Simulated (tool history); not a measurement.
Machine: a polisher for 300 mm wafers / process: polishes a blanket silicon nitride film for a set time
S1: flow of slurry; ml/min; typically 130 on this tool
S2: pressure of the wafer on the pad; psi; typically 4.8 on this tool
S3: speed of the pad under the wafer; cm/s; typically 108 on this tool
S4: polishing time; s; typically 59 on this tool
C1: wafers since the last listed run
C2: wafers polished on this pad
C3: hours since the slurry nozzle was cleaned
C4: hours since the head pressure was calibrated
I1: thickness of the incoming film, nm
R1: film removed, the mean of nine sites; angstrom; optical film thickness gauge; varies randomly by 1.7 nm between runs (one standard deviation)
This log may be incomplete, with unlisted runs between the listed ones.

run 1 day=0.000 | S1=105 S2=4.8 S3=108 S4=59 | C1=0 C2=487 C3=580.6 C4=456.5 | I1=418.9 | R1=1090
run 2 day=1.096 | S1=105 S2=4.8 S3=108 S4=59 | C1=187 C2=675 C3=606.9 C4=482.8 | I1=420.3 | R1=1068
run 3 day=2.288 | S1=105 S2=4.8 S3=108 S4=59 | C1=204 C2=879 C3=635.5 C4=511.4 | I1=424.0 | R1=995
-- day=2.971 worn pad replaced by a new one
run 4 day=3.008 | S1=130 S2=4.8 S3=108 S4=59 | C1=94 C2=6 C3=652.8 C4=528.7 | I1=423.5 | R1=1201
run 5 day=4.433 | S1=130 S2=4.8 S3=108 S4=59 | C1=243 C2=250 C3=687.0 C4=562.9 | I1=424.2 | R1=1200
run 6 day=5.904 | S1=130 S2=4.8 S3=108 S4=59 | C1=251 C2=502 C3=722.3 C4=598.2 | I1=426.9 | R1=1137
run 7 day=6.933 | S1=130 S2=4.8 S3=108 S4=59 | C1=176 C2=678 C3=747.0 C4=622.9 | I1=417.9 | R1=1124
run 8 day=7.658 | S1=130 S2=6.1 S3=108 S4=59 | C1=124 C2=802 C3=764.4 C4=640.3 | I1=411.7 | R1=1398
-- day=8.238 worn pad replaced by a new one
run 9 day=8.579 | S1=130 S2=6.1 S3=108 S4=59 | C1=129 C2=58 C3=786.5 C4=662.4 | I1=415.5 | R1=1491
run 10 day=10.012 | S1=130 S2=4.8 S3=108 S4=54 | C1=245 C2=304 C3=820.9 C4=696.8 | I1=417.3 | R1=1108
run 11 day=11.350 | S1=130 S2=4.8 S3=108 S4=54 | C1=228 C2=533 C3=853.0 C4=728.9 | I1=422.0 | R1=1071
run 12 day=11.871 | S1=130 S2=4.8 S3=108 S4=54 | C1=89 C2=622 C3=865.5 C4=741.4 | I1=419.4 | R1=1039
run 13 day=12.408 | S1=130 S2=4.8 S3=108 S4=59 | C1=92 C2=714 C3=878.4 C4=754.3 | I1=416.5 | R1=1128
-- day=13.188 head pressure recalibrated
run 14 day=13.208 | S1=130 S2=4.8 S3=108 S4=59 | C1=122 C2=837 C3=897.6 C4=0.5 | I1=418.4 | R1=1041
-- day=13.500 slurry nozzle cleaned
-- day=13.642 worn pad replaced by a new one
run 15 day=14.221 | S1=145 S2=5.4 S3=128 S4=59 | C1=141 C2=98 C3=17.3 C4=24.8 | I1=424.4 | R1=1568
run 16 day=15.471 | S1=130 S2=4.8 S3=86 S4=59 | C1=214 C2=312 C3=47.3 C4=54.8 | I1=420.6 | R1=995
run 17 day=16.825 | S1=145 S2=5.7 S3=108 S4=59 | C1=231 C2=544 C3=79.8 C4=87.3 | I1=413.0 | R1=1354
run 18 day=17.458 | S1=130 S2=4.8 S3=108 S4=59 | C1=108 C2=653 C3=95.0 C4=102.5 | I1=419.0 | R1=1091
run 19 day=18.242 | S1=85 S2=5.8 S3=142 S4=43 | C1=134 C2=787 C3=113.8 C4=121.3 | I1=419.3 | R1=1025
-- day=18.717 worn pad replaced by a new one
run 20 day=19.717 | S1=165 S2=4.2 S3=86 S4=59 | C1=223 C2=171 C3=149.2 C4=156.7 | I1=420.4 | R1=919
run 21 day=20.696 | S1=90 S2=4.8 S3=108 S4=75 | C1=167 C2=339 C3=172.7 C4=180.2 | I1=418.2 | R1=1364
run 22 day=21.746 | S1=130 S2=4.8 S3=92 S4=59 | C1=179 C2=518 C3=197.9 C4=205.4 | I1=417.3 | R1=1015
run 23 day=22.288 | S1=165 S2=4.8 S3=124 S4=48 | C1=92 C2=611 C3=210.9 C4=218.4 | I1=421.8 | R1=1056
run 24 day=23.671 | S1=130 S2=4.8 S3=108 S4=59 | C1=236 C2=848 C3=244.1 C4=251.6 | I1=424.6 | R1=1068
-- day=24.342 worn pad replaced by a new one
run 25 day=24.721 | S1=170 S2=4.8 S3=108 S4=40 | C1=151 C2=65 C3=269.3 C4=276.8 | I1=425.8 | R1=853
run 26 day=25.575 | S1=115 S2=6.3 S3=108 S4=59 | C1=146 C2=211 C3=289.8 C4=297.3 | I1=413.9 | R1=1472
run 27 day=26.221 | S1=130 S2=4.8 S3=108 S4=59 | C1=110 C2=322 C3=305.3 C4=312.8 | I1=421.2 | R1=1188

Branching from run 27: 3 alternative next runs. What would each branch give?
run A day=26.238 | S1=130 S2=4.8 S3=90 S4=59 | C1=2 C2=324 C3=305.7 C4=313.2 | I1=424.8 | R1=?
run B day=26.238 | S1=175 S2=5.4 S3=120 S4=50 | C1=2 C2=324 C3=305.7 C4=313.2 | I1=424.8 | R1=?
run C day=26.238 | S1=140 S2=3.9 S3=108 S4=59 | C1=2 C2=324 C3=305.7 C4=313.2 | I1=424.8 | R1=?

run=A R1=1042
run=B R1=1289
run=C R1=979
With the hidden condition removed and each run's random variation left untouched, the same runs would have given:
run=A R1=1068
run=B R1=1321
run=C R1=1003

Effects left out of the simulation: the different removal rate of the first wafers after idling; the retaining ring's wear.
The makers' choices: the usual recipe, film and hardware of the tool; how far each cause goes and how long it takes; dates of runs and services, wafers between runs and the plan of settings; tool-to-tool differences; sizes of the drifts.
